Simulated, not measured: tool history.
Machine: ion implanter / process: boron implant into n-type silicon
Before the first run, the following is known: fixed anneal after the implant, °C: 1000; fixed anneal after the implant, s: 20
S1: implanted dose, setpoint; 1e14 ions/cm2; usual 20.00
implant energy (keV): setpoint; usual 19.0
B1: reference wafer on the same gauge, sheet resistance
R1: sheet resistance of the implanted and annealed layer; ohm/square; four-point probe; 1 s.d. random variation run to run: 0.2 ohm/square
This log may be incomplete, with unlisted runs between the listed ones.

{"run": 1, "day": 0.0, "S1": 20.0, "implant energy (keV)": 14.0, "B1": 73.41, "R1": 87.99}
{"run": 2, "day": 2.125, "S1": 20.0, "implant energy (keV)": 19.0, "B1": 73.36, "R1": 78.9}
{"run": 3, "day": 3.246, "S1": 20.0, "implant energy (keV)": 19.0, "B1": 73.37, "R1": 78.97}
{"run": 4, "day": 4.65, "S1": 17.96, "implant energy (keV)": 19.0, "B1": 73.28, "R1": 83.5}
{"run": 5, "day": 7.079, "S1": 17.96, "implant energy (keV)": 19.0, "B1": 73.4, "R1": 83.37}
{"run": 6, "day": 8.842, "S1": 24.19, "implant energy (keV)": 19.0, "B1": 73.41, "R1": 73.02}
{"run": 7, "day": 11.65, "S1": 24.19, "implant energy (keV)": 19.0, "B1": 73.45, "R1": 73.08}
{"run": 8, "day": 13.712, "S1": 24.19, "implant energy (keV)": 19.0, "B1": 73.38, "R1": 73.06}
{"run": 9, "day": 16.504, "S1": 20.0, "implant energy (keV)": 19.0, "B1": 73.45, "R1": 79.73}
{"day": 17.396, "done": "extraction supply calibrated"}
{"run": 10, "day": 19.312, "S1": 20.0, "implant energy (keV)": 19.0, "B1": 73.41, "R1": 78.6}
{"run": 11, "day": 20.771, "S1": 20.0, "implant energy (keV)": 19.0, "B1": 73.43, "R1": 78.01}
{"run": 12, "day": 23.35, "S1": 20.0, "implant energy (keV)": 19.0, "B1": 73.47, "R1": 78.05}
{"day": 24.946, "done": "gauge calibrated"}
{"run": 13, "day": 25.883, "S1": 23.19, "implant energy (keV)": 19.0, "B1": 73.43, "R1": 73.41}
{"run": 14, "day": 27.417, "S1": 23.19, "implant energy (keV)": 19.0, "B1": 73.4, "R1": 73.39}
{"run": 15, "day": 29.975, "S1": 16.61, "implant energy (keV)": 19.0, "B1": 73.4, "R1": 86.64}
{"day": 31.096, "done": "Faraday cup replaced and dose calibrated"}
{"run": 16, "day": 32.358, "S1": 22.58, "implant energy (keV)": 24.5, "B1": 73.34, "R1": 67.53}
{"run": 17, "day": 34.883, "S1": 25.99, "implant energy (keV)": 22.0, "B1": 73.34, "R1": 65.55}
{"run": 18, "day": 35.946, "S1": 18.4, "implant energy (keV)": 21.0, "B1": 73.39, "R1": 78.69}
{"run": 19, "day": 37.371, "S1": 20.0, "implant energy (keV)": 23.5, "B1": 73.4, "R1": 73.08}
{"run": 20, "day": 40.188, "S1": 15.07, "implant energy (keV)": 14.0, "B1": 73.42, "R1": 97.7}
{"run": 21, "day": 41.329, "S1": 23.37, "implant energy (keV)": 19.0, "B1": 73.49, "R1": 73.14}
{"run": 22, "day": 42.462, "S1": 20.0, "implant energy (keV)": 19.0, "B1": 73.36, "R1": 77.54}
{"run": 23, "day": 44.533, "S1": 20.0, "implant energy (keV)": 19.0, "B1": 73.38, "R1": 78.13}
{"run": 24, "day": 46.492, "S1": 16.91, "implant energy (keV)": 25.0, "B1": 73.41, "R1": 80.79}
{"run": 25, "day": 48.038, "S1": 20.0, "implant energy (keV)": 22.0, "B1": 73.44, "R1": 74.92}
{"run": 26, "day": 50.204, "S1": 21.57, "implant energy (keV)": 23.5, "B1": 73.33, "R1": 71.05}
{"run": 27, "day": 53.183, "S1": 20.0, "implant energy (keV)": 19.0, "B1": 73.38, "R1": 78.33}
{"run": 28, "day": 58.854, "S1": 18.38, "implant energy (keV)": 19.0, "B1": 73.39, "R1": 82.11}
{"run": 29, "day": 60.508, "S1": 17.52, "implant energy (keV)": 23.0, "B1": 73.35, "R1": 80.58}

What will run 30 give?
{"run": 30, "day": 63.475, "S1": 14.52, "implant energy (keV)": 19.0, "B1": "?", "R1": "?"}

B1: 73.38
R1: 93.98 ohm/square
The same run, on a tool lacking any hidden state, would have yielded R1 91.35 ohm/square.
